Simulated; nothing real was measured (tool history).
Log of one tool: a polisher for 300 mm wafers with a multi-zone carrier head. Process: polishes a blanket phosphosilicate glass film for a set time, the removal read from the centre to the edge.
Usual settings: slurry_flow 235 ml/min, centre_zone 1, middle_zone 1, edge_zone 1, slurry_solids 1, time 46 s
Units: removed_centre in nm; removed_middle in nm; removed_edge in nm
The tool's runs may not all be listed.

| run | hour | slurry_flow | centre_zone | middle_zone | edge_zone | slurry_solids | time | incoming thickness of the incoming film, nm | removed_centre | removed_middle | removed_edge |
|---|---|---|---|---|---|---|---|---|---|---|---|
| 1 | 0 | 235 | 1 | 1 | 1 | 1 | 46 | 4197.9 | 279.6 | 273.8 | 282.7 |
| 2 | 11.9 | 235 | 1 | 1 | 1 | 1 | 46 | 4127.5 | 282.5 | 272.8 | 286.8 |
|  | 26.8 | worn pad replaced by a new one |
| 3 | 27.3 | 235 | 1 | 1 | 1 | 1 | 46 | 4130.3 | 281.9 | 275.1 | 282.7 |
| 4 | 40.7 | 285 | 1 | 0.96 | 1 | 1 | 46 | 4175.3 | 292.4 | 275.4 | 290.9 |
| 5 | 47.3 | 285 | 1 | 0.96 | 1 | 1 | 46 | 4118.5 | 293.4 | 273.9 | 294.5 |
| 6 | 63.7 | 235 | 1 | 1 | 1 | 1 | 53 | 4208.7 | 325.7 | 317.7 | 326.3 |
| 7 | 79.9 | 235 | 1 | 1 | 1 | 1 | 53 | 4205.6 | 323.6 | 308.3 | 330.1 |
| 8 | 86.2 | 200 | 1 | 1 | 1 | 1 | 46 | 4174.3 | 276.3 | 269.6 | 277.5 |
| 9 | 93 | 200 | 1 | 1 | 1 | 1 | 46 | 4124.4 | 272.6 | 264.9 | 282.2 |
|  | 103.6 | worn pad replaced by a new one |
|  | 108 | carrier head's membrane replaced by a new one |
| 10 | 108.5 | 235 | 0.91 | 1 | 1.07 | 1 | 46 | 4229.4 | 258.4 | 271.8 | 292.6 |
| 11 | 119.6 | 235 | 1 | 1 | 1 | 1 | 46 | 4191.5 | 280.3 | 276.6 | 286.9 |
|  | 168.7 | worn pad replaced by a new one |
| 12 | 170.4 | 235 | 1 | 0.92 | 1 | 0.9 | 46 | 4149.1 | 260.7 | 239.3 | 266.7 |
|  | 175.7 | edge zone pressure recalibrated |
| 13 | 178.6 | 255 | 1 | 1 | 1 | 1 | 46 | 4154 | 288.8 | 275.2 | 289.7 |
|  | 184.4 | centre zone pressure recalibrated |
|  | 185.2 | slurry nozzle cleaned |
| 14 | 193.8 | 235 | 1 | 1 | 1.08 | 1 | 46 | 4222.8 | 283.2 | 274.9 | 292.3 |
| 15 | 210 | 235 | 1 | 1 | 1 | 1 | 34 | 4247.6 | 212.2 | 202.8 | 210.6 |
| 16 | 221.1 | 235 | 1 | 1 | 1 | 1 | 46 | 4164.8 | 285.7 | 274.3 | 284 |
| 17 | 230.9 | 155 | 1 | 1 | 1 | 1.2 | 58 | 4214.5 | 364.3 | 361.9 | 377.9 |
|  | 238 | worn pad replaced by a new one |
| 18 | 246.6 | 235 | 1 | 1 | 1 | 1 | 46 | 4208.4 | 280.2 | 272.2 | 283.9 |
| 19 | 256.2 | 235 | 1 | 1 | 1 | 1 | 46 | 4157 | 280.3 | 271.3 | 282.1 |
| 20 | 275.4 | 285 | 1 | 0.91 | 0.89 | 0.75 | 46 | 4190.3 | 228 | 210.3 | 220.7 |

Forecast each of these 4 alternatives for the next run:
| A | 275.8 | 290 | 1 | 1 | 1 | 1 | 46 | 4127.4 | ? | ? | ? |
| B | 275.8 | 295 | 1 | 0.89 | 1 | 0.8 | 46 | 4127.4 | ? | ? | ? |
| C | 275.8 | 235 | 1 | 1 | 1 | 0.75 | 46 | 4127.4 | ? | ? | ? |
| D | 275.8 | 290 | 1 | 1 | 1 | 1 | 32 | 4127.4 | ? | ? | ? |

| run | removed_centre | removed_middle | removed_edge |
|---|---|---|---|
| A | 293.1 | 281.8 | 292 |
| B | 245.5 | 218 | 244.9 |
| C | 223.7 | 215.6 | 224.9 |
| D | 203.9 | 196 | 203.1 |
Without the tool's hidden state the same runs would have given:
| run | removed_centre | removed_middle | removed_edge |
|---|---|---|---|
| A | 293.1 | 281.8 | 292 |
| B | 245.5 | 218 | 244.9 |
| C | 223.7 | 215.6 | 224.9 |
| D | 203.9 | 196 | 203.1 |
